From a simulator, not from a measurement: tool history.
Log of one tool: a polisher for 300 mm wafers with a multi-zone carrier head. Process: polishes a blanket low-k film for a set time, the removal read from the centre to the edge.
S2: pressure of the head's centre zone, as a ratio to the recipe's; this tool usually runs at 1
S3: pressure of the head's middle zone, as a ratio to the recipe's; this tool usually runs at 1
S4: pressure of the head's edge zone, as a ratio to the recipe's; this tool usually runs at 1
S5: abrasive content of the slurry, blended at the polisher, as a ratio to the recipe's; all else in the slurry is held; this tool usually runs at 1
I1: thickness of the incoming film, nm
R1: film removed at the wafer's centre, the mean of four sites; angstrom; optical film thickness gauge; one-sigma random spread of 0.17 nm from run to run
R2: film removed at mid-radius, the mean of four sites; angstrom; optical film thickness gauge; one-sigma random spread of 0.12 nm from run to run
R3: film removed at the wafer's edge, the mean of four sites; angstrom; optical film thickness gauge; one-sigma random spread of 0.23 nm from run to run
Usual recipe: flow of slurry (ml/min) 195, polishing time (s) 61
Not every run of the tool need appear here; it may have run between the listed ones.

{"run": 1, "hour": 0.0, "flow of slurry (ml/min)": 195, "S2": 0.96, "S3": 1, "S4": 1.06, "S5": 1, "polishing time (s)": 61, "I1": 584.8, "R1": 178, "R2": 183, "R3": 181}
{"run": 2, "hour": 74.5, "flow of slurry (ml/min)": 195, "S2": 1, "S3": 1, "S4": 1, "S5": 1, "polishing time (s)": 61, "I1": 593.4, "R1": 178, "R2": 178, "R3": 180}
{"run": 3, "hour": 129.2, "flow of slurry (ml/min)": 195, "S2": 1, "S3": 1, "S4": 1, "S5": 1, "polishing time (s)": 61, "I1": 576.8, "R1": 176, "R2": 175, "R3": 175}
{"hour": 165.9, "done": "slurry nozzle cleaned"}
{"hour": 194.2, "done": "worn pad replaced by a new one"}
{"run": 4, "hour": 206.2, "flow of slurry (ml/min)": 195, "S2": 1, "S3": 1, "S4": 1, "S5": 1, "polishing time (s)": 61, "I1": 598.4, "R1": 187, "R2": 186, "R3": 183}
{"run": 5, "hour": 242.6, "flow of slurry (ml/min)": 195, "S2": 1, "S3": 1, "S4": 0.92, "S5": 1, "polishing time (s)": 61, "I1": 594, "R1": 188, "R2": 184, "R3": 176}
{"hour": 303.8, "done": "centre zone pressure recalibrated"}
{"run": 6, "hour": 322.0, "flow of slurry (ml/min)": 195, "S2": 1, "S3": 1, "S4": 0.92, "S5": 1, "polishing time (s)": 61, "I1": 597.5, "R1": 185, "R2": 185, "R3": 173}
{"run": 7, "hour": 405.3, "flow of slurry (ml/min)": 195, "S2": 1, "S3": 1, "S4": 0.92, "S5": 1, "polishing time (s)": 61, "I1": 591.1, "R1": 182, "R2": 179, "R3": 177}
{"run": 8, "hour": 483.9, "flow of slurry (ml/min)": 195, "S2": 1, "S3": 1, "S4": 1, "S5": 1, "polishing time (s)": 61, "I1": 580.9, "R1": 182, "R2": 177, "R3": 176}
{"hour": 547.4, "done": "worn pad replaced by a new one"}
{"run": 9, "hour": 564.3, "flow of slurry (ml/min)": 195, "S2": 1, "S3": 1, "S4": 1, "S5": 1, "polishing time (s)": 61, "I1": 582.6, "R1": 176, "R2": 174, "R3": 171}
{"hour": 596.8, "done": "slurry nozzle cleaned"}
{"run": 10, "hour": 632.3, "flow of slurry (ml/min)": 195, "S2": 1, "S3": 1, "S4": 1, "S5": 1, "polishing time (s)": 61, "I1": 581.6, "R1": 189, "R2": 184, "R3": 182}
{"hour": 651.1, "done": "edge zone pressure recalibrated"}
{"run": 11, "hour": 756.7, "flow of slurry (ml/min)": 260, "S2": 1, "S3": 1, "S4": 1, "S5": 1, "polishing time (s)": 61, "I1": 588.2, "R1": 197, "R2": 193, "R3": 187}
{"run": 12, "hour": 812.1, "flow of slurry (ml/min)": 195, "S2": 1, "S3": 1, "S4": 1, "S5": 1.25, "polishing time (s)": 61, "I1": 600.7, "R1": 211, "R2": 203, "R3": 198}
{"hour": 833.9, "done": "worn pad replaced by a new one"}
{"hour": 841.3, "done": "carrier head's membrane replaced by a new one"}
{"run": 13, "hour": 893.4, "flow of slurry (ml/min)": 195, "S2": 1.03, "S3": 1.09, "S4": 1, "S5": 1, "polishing time (s)": 55, "I1": 583.6, "R1": 168, "R2": 177, "R3": 161}
{"hour": 897.0, "done": "centre zone pressure recalibrated"}
{"run": 14, "hour": 944.7, "flow of slurry (ml/min)": 195, "S2": 1, "S3": 1, "S4": 1, "S5": 0.85, "polishing time (s)": 61, "I1": 582.9, "R1": 162, "R2": 163, "R3": 159}
{"run": 15, "hour": 1001.4, "flow of slurry (ml/min)": 195, "S2": 1, "S3": 1, "S4": 1, "S5": 1, "polishing time (s)": 61, "I1": 589.6, "R1": 176, "R2": 174, "R3": 172}
{"hour": 1055.6, "done": "slurry nozzle cleaned"}
{"run": 16, "hour": 1065.5, "flow of slurry (ml/min)": 195, "S2": 1, "S3": 1, "S4": 1, "S5": 1, "polishing time (s)": 61, "I1": 576.6, "R1": 190, "R2": 187, "R3": 182}
{"hour": 1159.9, "done": "worn pad replaced by a new one"}
{"run": 17, "hour": 1162.6, "flow of slurry (ml/min)": 225, "S2": 1, "S3": 1, "S4": 1, "S5": 1.25, "polishing time (s)": 61, "I1": 578.4, "R1": 213, "R2": 210, "R3": 205}
{"run": 18, "hour": 1239.3, "flow of slurry (ml/min)": 135, "S2": 1.06, "S3": 1, "S4": 0.93, "S5": 1, "polishing time (s)": 82, "I1": 590.8, "R1": 246, "R2": 226, "R3": 223}
{"run": 19, "hour": 1305.7, "flow of slurry (ml/min)": 195, "S2": 1, "S3": 1, "S4": 1.07, "S5": 1, "polishing time (s)": 61, "I1": 590.3, "R1": 185, "R2": 180, "R3": 186}
{"run": 20, "hour": 1359.3, "flow of slurry (ml/min)": 195, "S2": 1, "S3": 0.94, "S4": 0.9, "S5": 1.1, "polishing time (s)": 41, "I1": 580.1, "R1": 128, "R2": 121, "R3": 122}
{"hour": 1459.4, "done": "worn pad replaced by a new one"}
{"run": 21, "hour": 1459.9, "flow of slurry (ml/min)": 175, "S2": 1, "S3": 1, "S4": 1.07, "S5": 0.9, "polishing time (s)": 61, "I1": 589.8, "R1": 162, "R2": 159, "R3": 168}
{"hour": 1474.7, "done": "slurry nozzle cleaned"}
{"hour": 1485.1, "done": "centre zone pressure recalibrated"}
{"run": 22, "hour": 1527.7, "flow of slurry (ml/min)": 220, "S2": 1.08, "S3": 0.96, "S4": 1, "S5": 1.15, "polishing time (s)": 61, "I1": 587.5, "R1": 221, "R2": 195, "R3": 199}

Here are 3 independent what-if runs from the current tool condition. What would each one return?
{"run": "A", "hour": 1528.1, "flow of slurry (ml/min)": 195, "S2": 1, "S3": 1, "S4": 1, "S5": 1, "polishing time (s)": 61, "I1": 594.8, "R1": "?", "R2": "?", "R3": "?"}
{"run": "B", "hour": 1528.1, "flow of slurry (ml/min)": 225, "S2": 1, "S3": 1, "S4": 1, "S5": 1, "polishing time (s)": 61, "I1": 594.8, "R1": "?", "R2": "?", "R3": "?"}
{"run": "C", "hour": 1528.1, "flow of slurry (ml/min)": 195, "S2": 0.9, "S3": 1.09, "S4": 0.9, "S5": 1, "polishing time (s)": 75, "I1": 594.8, "R1": "?", "R2": "?", "R3": "?"}

run=A R1=186 R2=187 R3=180
run=B R1=190 R2=191 R3=183
run=C R1=205 R2=247 R3=212
The same runs, with their run-to-run variation unchanged, on a tool lacking any hidden condition would have given:
run=A R1=186 R2=187 R3=181
run=B R1=191 R2=191 R3=184
run=C R1=206 R2=248 R3=213
